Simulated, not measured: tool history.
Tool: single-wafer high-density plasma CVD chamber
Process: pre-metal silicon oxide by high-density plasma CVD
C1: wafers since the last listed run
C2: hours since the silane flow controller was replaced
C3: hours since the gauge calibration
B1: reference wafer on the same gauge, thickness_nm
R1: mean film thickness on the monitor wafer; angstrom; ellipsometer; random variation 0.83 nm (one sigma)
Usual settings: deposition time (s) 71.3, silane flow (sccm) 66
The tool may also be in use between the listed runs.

Run 1, hour 0: usual settings but silane flow (sccm) 69; C1 0; C2 4573.8; C3 161; B1 462.811. Result: R1 4673.98 angstrom.
Run 2, hour 18.2: usual settings but silane flow (sccm) 69; C1 346; C2 4592; C3 179.2; B1 463.067. Result: R1 4665.55 angstrom.
Run 3, hour 36.9: usual settings but deposition time (s) 64.6; C1 355; C2 4610.7; C3 197.9; B1 463.013. Result: R1 4081.82 angstrom.
Run 4, hour 71.4: usual settings but deposition time (s) 64.6; C1 656; C2 4645.2; C3 232.4; B1 463.425. Result: R1 4092.18 angstrom.
Run 5, hour 104: usual settings; C1 620; C2 4677.8; C3 265; B1 462.854. Result: R1 4491.18 angstrom.
Run 6, hour 133.4: usual settings; C1 559; C2 4707.2; C3 294.4; B1 462.982. Result: R1 4503.82 angstrom.
Run 7, hour 149.4: usual settings; C1 304; C2 4723.2; C3 310.4; B1 462.956. Result: R1 4495.97 angstrom.
Run 8, hour 180.8: usual settings; C1 597; C2 4754.6; C3 341.8; B1 462.775. Result: R1 4501.02 angstrom.
Run 9, hour 214.9: usual settings; C1 648; C2 4788.7; C3 375.9; B1 463.16. Result: R1 4502.67 angstrom.
Run 10, hour 233.6: usual settings; C1 355; C2 4807.4; C3 394.6; B1 463.141. Result: R1 4487.99 angstrom.
Run 11, hour 255.9: usual settings; C1 424; C2 4829.7; C3 416.9; B1 462.974. Result: R1 4498.63 angstrom.
Run 12, hour 286: usual settings but deposition time (s) 77.6, silane flow (sccm) 69; C1 572; C2 4859.8; C3 447; B1 463.057. Result: R1 5058.53 angstrom.
Run 13, hour 299: usual settings but deposition time (s) 77.6, silane flow (sccm) 69; C1 247; C2 4872.8; C3 460; B1 463.183. Result: R1 5028.6 angstrom.
Run 14, hour 323.2: usual settings but deposition time (s) 77.6, silane flow (sccm) 69; C1 460; C2 4897; C3 484.2; B1 463.261. Result: R1 5034.76 angstrom.
Run 15, hour 346.4: usual settings but deposition time (s) 64.4, silane flow (sccm) 78; C1 441; C2 4920.2; C3 507.4; B1 462.722. Result: R1 4614.39 angstrom.
Run 16, hour 377.9: usual settings but deposition time (s) 79.3, silane flow (sccm) 77; C1 599; C2 4951.7; C3 538.9; B1 463.267. Result: R1 5617.56 angstrom.
At hour 386.7: silane flow controller replaced.
Run 17, hour 394.7: usual settings but silane flow (sccm) 70; C1 167; C2 8; C3 555.7; B1 463.081. Result: R1 4994.27 angstrom.
Run 18, hour 427.3: usual settings but deposition time (s) 81, silane flow (sccm) 78; C1 620; C2 40.6; C3 588.3; B1 462.886. Result: R1 6162.46 angstrom.
Run 19, hour 446.1: usual settings; C1 357; C2 59.4; C3 607.1; B1 463.17. Result: R1 4768.68 angstrom.
Run 20, hour 475: usual settings but deposition time (s) 83.7, silane flow (sccm) 54; C1 549; C2 88.3; C3 636; B1 463.163. Result: R1 4788.83 angstrom.
Run 21, hour 499: usual settings but deposition time (s) 58.3, silane flow (sccm) 72; C1 456; C2 112.3; C3 660; B1 462.643. Result: R1 4165.04 angstrom.
Run 22, hour 527.1: usual settings but deposition time (s) 59.1, silane flow (sccm) 73; C1 534; C2 140.4; C3 688.1; B1 462.931. Result: R1 4272.57 angstrom.
Run 23, hour 546.8: usual settings but deposition time (s) 77.6, silane flow (sccm) 69; C1 374; C2 160.1; C3 707.8; B1 462.943. Result: R1 5369.6 angstrom.
At hour 550.4: gauge calibrated.
Run 24, hour 581.9: usual settings; C1 667; C2 195.2; C3 31.5; B1 463.041. Result: R1 4753.8 angstrom.
Run 25, hour 606.9: usual settings but deposition time (s) 66.7, silane flow (sccm) 59; C1 475; C2 220.2; C3 56.5; B1 462.852. Result: R1 4087.72 angstrom.
Run 26, hour 623: usual settings but silane flow (sccm) 77; C1 306; C2 236.3; C3 72.6; B1 462.833. Result: R1 5383.12 angstrom.
Run 27, hour 655.2: usual settings but deposition time (s) 81.2, silane flow (sccm) 73; C1 612; C2 268.5; C3 104.8; B1 463.075. Result: R1 5880.46 angstrom.
Run 28, hour 680.7: usual settings but deposition time (s) 66.7, silane flow (sccm) 77; C1 485; C2 294; C3 130.3; B1 462.829. Result: R1 5022.99 angstrom.
Run 29, hour 782.1: usual settings but silane flow (sccm) 58; C1 1928; C2 395.4; C3 231.7; B1 462.963. Result: R1 4301.16 angstrom.

3 ways to go on from here, each from the tool as it stands after run 29. What would each give?
Run A, hour 782.5: usual settings but silane flow (sccm) 79; C1 7; C2 395.8; C3 232.1; B1 ?. Result: R1 ?.
Run B, hour 782.5: usual settings but deposition time (s) 84.1, silane flow (sccm) 59; C1 7; C2 395.8; C3 232.1; B1 ?. Result: R1 ?.
Run C, hour 782.5: usual settings but deposition time (s) 65, silane flow (sccm) 70; C1 7; C2 395.8; C3 232.1; B1 ?. Result: R1 ?.

run       B1       R1
  A  463.139  5498.69
  B  463.139  5151.81
  C  463.139  4548.86
Without the tool's hidden state the same runs would have given:
run       R1
  A  5511.19
  B  5163.52
  C   4559.2

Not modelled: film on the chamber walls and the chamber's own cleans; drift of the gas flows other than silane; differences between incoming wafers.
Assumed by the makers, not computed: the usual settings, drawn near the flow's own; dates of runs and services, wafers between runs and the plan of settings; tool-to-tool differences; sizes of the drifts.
